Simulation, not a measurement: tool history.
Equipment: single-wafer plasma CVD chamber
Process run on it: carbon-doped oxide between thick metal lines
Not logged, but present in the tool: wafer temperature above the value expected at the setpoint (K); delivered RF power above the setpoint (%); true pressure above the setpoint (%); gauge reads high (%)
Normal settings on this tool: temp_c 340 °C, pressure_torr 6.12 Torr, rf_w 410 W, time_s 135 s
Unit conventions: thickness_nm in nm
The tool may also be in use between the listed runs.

| run | day | temp_c | pressure_torr | rf_w | time_s | wafers since the last listed run | hours since the last thermocouple change | hours since the last RF generator calibration | hours since the last manometer calibration | hours since the showerhead was replaced | hours since the gauge calibration | read-back reference wafer on the same gauge, thickness_nm | thickness_nm |
|---|---|---|---|---|---|---|---|---|---|---|---|---|---|
| 1 | 0 | 340 | 6.12 | 450 | 135 | 0 | 1455.5 | 2738.1 | 2130.1 | 3246.4 | 398.9 | 625.394 | 580.113 |
| 2 | 0.746 | 340 | 6.12 | 450 | 135 | 151 | 1473.4 | 2756 | 2148 | 3264.3 | 416.8 | 625.126 | 580.088 |
| 3 | 1.488 | 340 | 6.12 | 410 | 135 | 150 | 1491.2 | 2773.8 | 2165.8 | 3282.1 | 434.6 | 624.833 | 560.959 |
|  | 1.688 | gauge calibrated |
| 4 | 2.188 | 340 | 6.12 | 410 | 135 | 142 | 1508 | 2790.6 | 2182.6 | 3298.9 | 12 | 624.767 | 559.859 |
| 5 | 2.729 | 340 | 6.8 | 385 | 135 | 110 | 1521 | 2803.6 | 2195.6 | 3311.9 | 25 | 624.968 | 553.091 |
| 6 | 3.062 | 340 | 6.12 | 410 | 135 | 67 | 1529 | 2811.6 | 2203.6 | 3319.9 | 33 | 624.975 | 559.87 |
| 7 | 3.467 | 340 | 6.12 | 410 | 135 | 82 | 1538.7 | 2821.3 | 2213.3 | 3329.6 | 42.7 | 625.067 | 559.018 |
| 8 | 4.204 | 340 | 6.12 | 410 | 135 | 149 | 1556.4 | 2839 | 2231 | 3347.3 | 60.4 | 624.792 | 559.901 |
| 9 | 4.775 | 340 | 6.12 | 410 | 135 | 115 | 1570.1 | 2852.7 | 2244.7 | 3361 | 74.1 | 624.945 | 559.689 |
|  | 5.342 | capacitance manometer re-zeroed and calibrated |
|  | 5.642 | thermocouple changed; heater temperature recalibrated |
|  | 5.858 | RF generator calibrated |
| 10 | 5.879 | 340 | 6.12 | 410 | 135 | 52 | 5.7 | 0.5 | 12.9 | 3387.5 | 100.6 | 625.42 | 580.12 |
| 11 | 5.892 | 340 | 7.64 | 410 | 135 | 2 | 6 | 0.8 | 13.2 | 3387.8 | 100.9 | 624.848 | 593.092 |
| 12 | 6.317 | 355 | 6.12 | 410 | 110 | 86 | 16.2 | 11 | 23.4 | 3398 | 111.1 | 625.149 | 454.161 |
|  | 6.883 | showerhead replaced |
| 13 | 6.904 | 350 | 6.12 | 410 | 135 | 51 | 30.3 | 25.1 | 37.5 | 0.5 | 125.2 | 624.976 | 565.18 |
| 14 | 6.962 | 340 | 6.12 | 355 | 152 | 11 | 31.7 | 26.5 | 38.9 | 1.9 | 126.6 | 625.121 | 622.017 |
| 15 | 7.221 | 326 | 6.12 | 410 | 135 | 52 | 37.9 | 32.7 | 45.1 | 8.1 | 132.8 | 624.93 | 608.04 |
| 16 | 7.533 | 340 | 7.23 | 475 | 135 | 63 | 45.4 | 40.2 | 52.6 | 15.6 | 140.3 | 624.902 | 622.595 |
| 17 | 7.988 | 340 | 6.12 | 410 | 135 | 92 | 56.3 | 51.1 | 63.5 | 26.5 | 151.2 | 625.011 | 580.734 |
| 18 | 8.725 | 340 | 6.12 | 410 | 135 | 149 | 74 | 68.8 | 81.2 | 44.2 | 168.9 | 624.776 | 580.523 |
| 19 | 9.038 | 340 | 5.11 | 410 | 143 | 63 | 81.5 | 76.3 | 88.7 | 51.7 | 176.4 | 624.995 | 600.2 |
| 20 | 9.767 | 350 | 6.12 | 485 | 127 | 148 | 99 | 93.8 | 106.2 | 69.2 | 193.9 | 625.362 | 566.032 |
| 21 | 10.025 | 328 | 6.84 | 465 | 135 | 52 | 105.2 | 100 | 112.4 | 75.4 | 200.1 | 624.708 | 640.806 |
| 22 | 10.467 | 340 | 6.12 | 410 | 156 | 89 | 115.8 | 110.6 | 123 | 86 | 210.7 | 624.92 | 672.347 |
| 23 | 10.783 | 355 | 6.12 | 410 | 110 | 64 | 123.4 | 118.2 | 130.6 | 93.6 | 218.3 | 625.239 | 453.949 |
| 24 | 11.942 | 340 | 6.12 | 490 | 109 | 235 | 151.2 | 146 | 158.4 | 121.4 | 246.1 | 625.182 | 502.411 |
| 25 | 12.329 | 327 | 6.91 | 450 | 147 | 78 | 160.5 | 155.3 | 167.7 | 130.7 | 255.4 | 625.144 | 692.453 |
| 26 | 12.912 | 340 | 6.12 | 410 | 135 | 118 | 174.5 | 169.3 | 181.7 | 144.7 | 269.4 | 625.071 | 580.151 |
| 27 | 13.358 | 350 | 6.12 | 485 | 110 | 90 | 185.2 | 180 | 192.4 | 155.4 | 280.1 | 624.791 | 490.267 |
| 28 | 13.633 | 340 | 6.12 | 450 | 135 | 55 | 191.8 | 186.6 | 199 | 162 | 286.7 | 625.226 | 601.558 |

Forecast each of these 4 alternatives for the next run:
| A | 13.65 | 340 | 6.12 | 410 | 135 | 3 | 192.2 | 187 | 199.4 | 162.4 | 287.1 | ? | ? |
| B | 13.65 | 340 | 6.12 | 410 | 157 | 3 | 192.2 | 187 | 199.4 | 162.4 | 287.1 | ? | ? |
| C | 13.65 | 340 | 5.39 | 350 | 135 | 3 | 192.2 | 187 | 199.4 | 162.4 | 287.1 | ? | ? |
| D | 13.65 | 334 | 6.12 | 460 | 135 | 3 | 192.2 | 187 | 199.4 | 162.4 | 287.1 | ? | ? |

| run | read-back reference wafer on the same gauge, thickness_nm | thickness_nm |
|---|---|---|
| A | 624.827 | 581.882 |
| B | 624.827 | 676.328 |
| C | 624.827 | 540.529 |
| D | 624.827 | 619.259 |
Without the tool's unlogged condition, the same runs would have read:
| run | thickness_nm |
|---|---|
| A | 583.167 |
| B | 677.823 |
| C | 541.776 |
| D | 620.627 |
